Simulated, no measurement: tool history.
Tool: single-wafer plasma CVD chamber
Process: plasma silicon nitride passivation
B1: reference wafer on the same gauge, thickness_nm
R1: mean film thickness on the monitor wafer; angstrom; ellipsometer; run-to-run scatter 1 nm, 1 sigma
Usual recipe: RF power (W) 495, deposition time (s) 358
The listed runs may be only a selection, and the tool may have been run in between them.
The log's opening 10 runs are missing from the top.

Run 11, hour 304.1: usual settings but deposition time (s) 373; B1 652.312. Result: R1 5753.13 angstrom.
At hour 334.0: showerhead replaced.
Run 12, hour 338.9: usual settings; B1 651.792. Result: R1 5509.08 angstrom.
Run 13, hour 374.4: usual settings but RF power (W) 555; B1 652.426. Result: R1 5703.19 angstrom.
Run 14, hour 394.3: usual settings but RF power (W) 555; B1 651.699. Result: R1 5694.54 angstrom.
Run 15, hour 413.1: usual settings; B1 652.128. Result: R1 5514.22 angstrom.
Run 16, hour 436.8: usual settings but deposition time (s) 306; B1 651.765. Result: R1 4699.98 angstrom.
Run 17, hour 449.9: usual settings but deposition time (s) 413; B1 652.206. Result: R1 6344.07 angstrom.
Run 18, hour 474.8: usual settings but RF power (W) 410, deposition time (s) 415; B1 652.130. Result: R1 6060.57 angstrom.
Run 19, hour 494.0: usual settings but deposition time (s) 417; B1 651.790. Result: R1 6420.17 angstrom.
Run 20, hour 514.2: usual settings but RF power (W) 550, deposition time (s) 379; B1 651.968. Result: R1 5988.45 angstrom.
At hour 544.8: gauge calibrated.
Run 21, hour 545.0: usual settings but RF power (W) 405; B1 651.960. Result: R1 5212.51 angstrom.
Run 22, hour 576.8: usual settings but deposition time (s) 288; B1 651.633. Result: R1 4411.14 angstrom.
At hour 588.5: RF generator calibrated.
Run 23, hour 602.0: usual settings; B1 651.994. Result: R1 5603.28 angstrom.
Run 24, hour 620.5: usual settings but deposition time (s) 308; B1 652.034. Result: R1 4839.02 angstrom.
Run 25, hour 634.1: usual settings but deposition time (s) 427; B1 652.200. Result: R1 6697.45 angstrom.
Run 26, hour 646.7: usual settings but RF power (W) 590; B1 652.414. Result: R1 5887.71 angstrom.
Run 27, hour 668.6: usual settings; B1 651.876. Result: R1 5616.30 angstrom.
Run 28, hour 692.3: usual settings but RF power (W) 525, deposition time (s) 389; B1 651.904. Result: R1 6198.91 angstrom.
Run 29, hour 709.6: usual settings; B1 651.930. Result: R1 5620.06 angstrom.
Run 30, hour 735.0: usual settings but RF power (W) 450, deposition time (s) 327; B1 651.995. Result: R1 4993.88 angstrom.
Run 31, hour 753.2: usual settings; B1 651.993. Result: R1 5597.90 angstrom.

What if the next run were any one of these 5? Each begins from the tool's condition after run 31:
Run A, hour 753.7: usual settings but deposition time (s) 410; B1 ?. Result: R1 ?.
Run B, hour 753.7: usual settings but RF power (W) 445, deposition time (s) 404; B1 ?. Result: R1 ?.
Run C, hour 753.7: usual settings but deposition time (s) 420; B1 ?. Result: R1 ?.
Run D, hour 753.7: usual settings but deposition time (s) 321; B1 ?. Result: R1 ?.
Run E, hour 753.7: usual settings but deposition time (s) 379; B1 ?. Result: R1 ?.

run       B1       R1
  A  651.703  6429.08
  B  651.703  6150.23
  C  651.703  6585.89
  D  651.703  5033.50
  E  651.703  5942.98
With no hidden state in the tool, these same runs would have given:
run       R1
  A  6434.35
  B  6155.27
  C  6591.29
  D  5037.63
  E  5947.85
